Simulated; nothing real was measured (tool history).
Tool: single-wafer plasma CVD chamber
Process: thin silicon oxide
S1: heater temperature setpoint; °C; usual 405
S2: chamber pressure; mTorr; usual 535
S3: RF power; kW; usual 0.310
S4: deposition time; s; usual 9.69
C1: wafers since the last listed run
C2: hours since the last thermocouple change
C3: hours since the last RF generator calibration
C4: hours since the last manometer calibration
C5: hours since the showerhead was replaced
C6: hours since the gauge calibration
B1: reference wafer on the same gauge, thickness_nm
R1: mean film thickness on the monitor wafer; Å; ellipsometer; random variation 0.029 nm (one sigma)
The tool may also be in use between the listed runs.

| run | hour | S1 | S2 | S3 | S4 | C1 | C2 | C3 | C4 | C5 | C6 | B1 | R1 |
|---|---|---|---|---|---|---|---|---|---|---|---|---|---|
| 1 | 0.0 | 405 | 535 | 0.330 | 9.69 | 0 | 1923.6 | 2159.8 | 1068.9 | 7085.8 | 80.8 | 12.894 | 117.80 |
| 2 | 17.5 | 405 | 535 | 0.310 | 9.69 | 453 | 1941.1 | 2177.3 | 1086.4 | 7103.3 | 98.3 | 12.910 | 116.05 |
| 3 | 55.5 | 405 | 535 | 0.310 | 9.69 | 983 | 1979.1 | 2215.3 | 1124.4 | 7141.3 | 136.3 | 12.890 | 116.18 |
| 4 | 70.3 | 405 | 535 | 0.310 | 9.69 | 383 | 1993.9 | 2230.1 | 1139.2 | 7156.1 | 151.1 | 12.907 | 115.77 |
| 5 | 84.3 | 405 | 636 | 0.310 | 9.69 | 362 | 2007.9 | 2244.1 | 1153.2 | 7170.1 | 165.1 | 12.903 | 137.84 |
| 6 | 98.4 | 405 | 535 | 0.310 | 9.69 | 364 | 2022.0 | 2258.2 | 1167.3 | 7184.2 | 179.2 | 12.899 | 115.77 |
|  | 111.8 | RF generator calibrated |
|  | 121.8 | thermocouple changed; heater temperature recalibrated |
|  | 122.5 | capacitance manometer re-zeroed and calibrated |
| 7 | 123.0 | 405 | 535 | 0.310 | 10.70 | 205 | 1.2 | 11.2 | 0.5 | 7208.8 | 203.8 | 12.892 | 122.30 |
| 8 | 123.3 | 405 | 535 | 0.310 | 10.70 | 7 | 1.5 | 11.5 | 0.8 | 7209.1 | 204.1 | 12.903 | 121.99 |
| 9 | 132.3 | 392 | 623 | 0.310 | 10.34 | 232 | 10.5 | 20.5 | 9.8 | 7218.1 | 213.1 | 12.896 | 139.12 |
|  | 153.1 | showerhead replaced |
|  | 156.0 | capacitance manometer re-zeroed and calibrated, repeated, since the last time left the tool worse |
| 10 | 156.5 | 405 | 485 | 0.275 | 9.69 | 343 | 34.7 | 44.7 | 0.5 | 3.4 | 237.3 | 12.897 | 107.47 |
|  | 160.6 | gauge calibrated |
| 11 | 161.1 | 400 | 454 | 0.310 | 9.69 | 119 | 39.3 | 49.3 | 5.1 | 8.0 | 0.5 | 12.903 | 103.51 |
| 12 | 167.9 | 405 | 535 | 0.310 | 9.69 | 176 | 46.1 | 56.1 | 11.9 | 14.8 | 7.3 | 12.910 | 121.48 |
| 13 | 176.5 | 405 | 665 | 0.250 | 9.69 | 222 | 54.7 | 64.7 | 20.5 | 23.4 | 15.9 | 12.897 | 142.32 |

Run 14 comes next. What will it give?
| 14 | 192.0 | 420 | 402 | 0.270 | 9.69 | 401 | 70.2 | 80.2 | 36.0 | 38.9 | 31.4 | ? | ? |

{"run 14": {"B1": 12.908, "R1": 86.78}}
Without the tool's hidden state the same run would have given R1 87.98 Å.
